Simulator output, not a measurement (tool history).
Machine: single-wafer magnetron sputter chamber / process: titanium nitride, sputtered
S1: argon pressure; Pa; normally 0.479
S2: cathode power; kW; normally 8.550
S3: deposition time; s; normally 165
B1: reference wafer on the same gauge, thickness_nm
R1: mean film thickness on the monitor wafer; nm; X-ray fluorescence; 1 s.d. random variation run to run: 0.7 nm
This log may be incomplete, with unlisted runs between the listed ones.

{"run": 1, "hour": 0.0, "S1": 0.479, "S2": 7.75, "S3": 165, "B1": 263.953, "R1": 240.706}
{"hour": 69.9, "done": "gauge calibrated"}
{"run": 2, "hour": 89.8, "S1": 0.479, "S2": 7.75, "S3": 165, "B1": 263.921, "R1": 240.54}
{"run": 3, "hour": 173.2, "S1": 0.479, "S2": 8.55, "S3": 165, "B1": 263.978, "R1": 264.995}
{"hour": 242.0, "done": "sputter target and shields replaced"}
{"run": 4, "hour": 267.1, "S1": 0.479, "S2": 8.55, "S3": 165, "B1": 263.971, "R1": 262.553}
{"run": 5, "hour": 312.0, "S1": 0.479, "S2": 8.55, "S3": 165, "B1": 264.124, "R1": 263.41}
{"run": 6, "hour": 395.1, "S1": 0.479, "S2": 8.55, "S3": 165, "B1": 263.928, "R1": 264.558}
{"run": 7, "hour": 431.7, "S1": 0.479, "S2": 8.55, "S3": 165, "B1": 263.924, "R1": 263.147}
{"run": 8, "hour": 516.3, "S1": 0.479, "S2": 8.55, "S3": 165, "B1": 264.286, "R1": 264.37}
{"run": 9, "hour": 597.4, "S1": 0.479, "S2": 8.55, "S3": 165, "B1": 264.129, "R1": 265.314}
{"run": 10, "hour": 703.5, "S1": 0.479, "S2": 8.55, "S3": 165, "B1": 264.228, "R1": 264.117}
{"run": 11, "hour": 776.3, "S1": 0.479, "S2": 8.55, "S3": 141, "B1": 264.121, "R1": 224.205}
{"hour": 784.7, "done": "capacitance manometer re-zeroed and calibrated"}
{"run": 12, "hour": 869.2, "S1": 0.479, "S2": 8.55, "S3": 165, "B1": 264.117, "R1": 267.442}
{"run": 13, "hour": 912.5, "S1": 0.479, "S2": 9.55, "S3": 165, "B1": 264.088, "R1": 298.689}
{"hour": 959.0, "done": "sputter target and shields replaced"}
{"run": 14, "hour": 965.8, "S1": 0.479, "S2": 8.55, "S3": 187, "B1": 264.032, "R1": 304.891}
{"run": 15, "hour": 1020.9, "S1": 0.479, "S2": 10.2, "S3": 165, "B1": 264.21, "R1": 318.743}
{"run": 16, "hour": 1121.5, "S1": 0.343, "S2": 8.55, "S3": 139, "B1": 263.956, "R1": 234.874}
{"run": 17, "hour": 1229.4, "S1": 0.407, "S2": 7.95, "S3": 165, "B1": 263.95, "R1": 254.043}
{"run": 18, "hour": 1301.4, "S1": 0.313, "S2": 6.5, "S3": 198, "B1": 263.974, "R1": 256.212}
{"hour": 1342.7, "done": "magnet pack replaced, of another model than before"}
{"run": 19, "hour": 1407.9, "S1": 0.479, "S2": 8.55, "S3": 165, "B1": 264.211, "R1": 268.029}
{"run": 20, "hour": 1445.0, "S1": 0.479, "S2": 8.55, "S3": 165, "B1": 263.963, "R1": 266.881}
{"run": 21, "hour": 1512.3, "S1": 0.479, "S2": 8.55, "S3": 165, "B1": 263.873, "R1": 268.122}
{"run": 22, "hour": 1579.1, "S1": 0.479, "S2": 9.1, "S3": 144, "B1": 263.981, "R1": 248.125}
{"run": 23, "hour": 1620.6, "S1": 0.479, "S2": 8.55, "S3": 188, "B1": 264.142, "R1": 304.78}
{"run": 24, "hour": 1692.0, "S1": 0.405, "S2": 9.8, "S3": 183, "B1": 263.893, "R1": 345.17}
{"run": 25, "hour": 1764.2, "S1": 0.479, "S2": 8.55, "S3": 165, "B1": 264.054, "R1": 267.839}
{"hour": 1823.2, "done": "sputter target and shields replaced"}
{"run": 26, "hour": 1839.7, "S1": 0.411, "S2": 8.55, "S3": 165, "B1": 263.973, "R1": 269.791}
{"run": 27, "hour": 1935.6, "S1": 0.594, "S2": 8.55, "S3": 156, "B1": 264.363, "R1": 247.277}
{"run": 28, "hour": 1993.3, "S1": 0.479, "S2": 8.55, "S3": 165, "B1": 263.978, "R1": 266.197}
{"run": 29, "hour": 2044.2, "S1": 0.581, "S2": 8.55, "S3": 181, "B1": 264.138, "R1": 288.476}
{"run": 30, "hour": 2122.4, "S1": 0.479, "S2": 8.55, "S3": 165, "B1": 263.924, "R1": 267.081}
{"run": 31, "hour": 2177.3, "S1": 0.479, "S2": 8.55, "S3": 165, "B1": 264.141, "R1": 266.679}
{"run": 32, "hour": 2255.2, "S1": 0.479, "S2": 7.75, "S3": 165, "B1": 264.091, "R1": 241.232}
{"run": 33, "hour": 2359.2, "S1": 0.479, "S2": 9.2, "S3": 151, "B1": 263.894, "R1": 263.065}
{"run": 34, "hour": 2396.4, "S1": 0.31, "S2": 8.55, "S3": 195, "B1": 264.281, "R1": 324.944}

For each run, what was the tool's unlogged condition?
deposition rate above that of a new target (%): 0 on each run
gauge reads high (%): 0 on each run
H1: true argon pressure above the setpoint (%)
run=1 H1=11.2
run=2 H1=11.7
run=3 H1=12.2
run=4 H1=12.7
run=5 H1=13
run=6 H1=13.4
run=7 H1=13.6
run=8 H1=14.1
run=9 H1=14.6
run=10 H1=15.2
run=11 H1=15.6
run=12 H1=2.18
run=13 H1=2.42
run=14 H1=2.72
run=15 H1=3.02
run=16 H1=3.58
run=17 H1=4.18
run=18 H1=4.59
run=19 H1=5.18
run=20 H1=5.39
run=21 H1=5.76
run=22 H1=6.13
run=23 H1=6.37
run=24 H1=6.76
run=25 H1=7.17
run=26 H1=7.59
run=27 H1=8.12
run=28 H1=8.44
run=29 H1=8.73
run=30 H1=9.16
run=31 H1=9.47
run=32 H1=9.9
run=33 H1=10.5
run=34 H1=10.7
